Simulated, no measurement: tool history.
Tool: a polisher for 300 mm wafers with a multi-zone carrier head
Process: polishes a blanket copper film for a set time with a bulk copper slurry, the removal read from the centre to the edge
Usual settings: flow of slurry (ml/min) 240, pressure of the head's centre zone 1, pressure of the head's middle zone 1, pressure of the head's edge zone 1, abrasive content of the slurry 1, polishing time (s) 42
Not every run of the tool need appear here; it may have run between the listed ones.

run     day  flow of slurry (ml/min)  pressure of the head's centre zone  pressure of the head's middle zone  pressure of the head's edge zone  abrasive content of the slurry  polishing time (s)  incoming thickness of the incoming film, nm  film removed at the wafer's centre (Å)  film removed at mid-radius (Å)  film removed at the wafer's edge (Å)
  1       0                      240                                   1                                   1                                 1                               1                  52                                       4607.8                                    4031                            4131                                  4120
  2   1.467                      240                                0.93                                   1                              1.04                             1.3                  37                                       4707.3                                    2882                            3126                                  3162
      1.917  -- edge zone pressure recalibrated
  3   2.454                      220                                   1                                   1                                 1                               1                  54                                       4718.3                                    4160                            4119                                  4187
      3.054  -- worn pad replaced by a new one
  4   3.792                      240                                   1                                0.92                              0.92                             1.2                  42                                       4626.1                                    3407                            3201                                  3332
  5    4.65                      240                                1.07                                   1                              0.89                               1                  42                                       4686.7                                    3431                            3281                                  3142
  6   5.929                      240                                   1                                   1                                 1                               1                  42                                       4721.4                                    3272                            3276                                  3330
  7   7.038                      240                                1.08                                   1                                 1                            0.75                  42                                       4770.9                                    3234                            3093                                  3044
  8   7.671                      285                                   1                                   1                                 1                             0.8                  42                                       4666.4                                    3169                            3239                                  3199
  9   9.067                      240                                   1                                   1                                 1                               1                  42                                       4758.3                                    3272                            3278                                  3321
 10  10.512                      240                                   1                                   1                                 1                               1                  42                                       4600.8                                    3291                            3286                                  3283
 11  11.529                      240                                   1                                   1                                 1                               1                  42                                       4704.5                                    3272                            3227                                  3312
 12  12.212                      240                                   1                                   1                              0.89                               1                  42                                       4631.6                                    3245                            3193                                  3161
 13  13.254                      240                                   1                                   1                                 1                               1                  42                                       4641.7                                    3228                            3291                                  3262
     13.588  -- worn pad replaced by a new one
 14  14.717                      175                                   1                                   1                              1.03                               1                  42                                       4753.8                                    3076                            3088                                  3226

Estimate the outcome of run 15 from the log above:
     14.867  -- slurry nozzle cleaned
 15  16.217                      240                                1.07                                   1                                 1                               1                  42                                       4654.8                                       ?                               ?                                     ?

For run 15 the tool returned film removed at the wafer's centre (Å) 3443, film removed at mid-radius (Å) 3331, film removed at the wafer's edge (Å) 3307.
With no hidden state in the tool, this same run would have given film removed at the wafer's centre (Å) 3443, film removed at mid-radius (Å) 3331, film removed at the wafer's edge (Å) 3307.
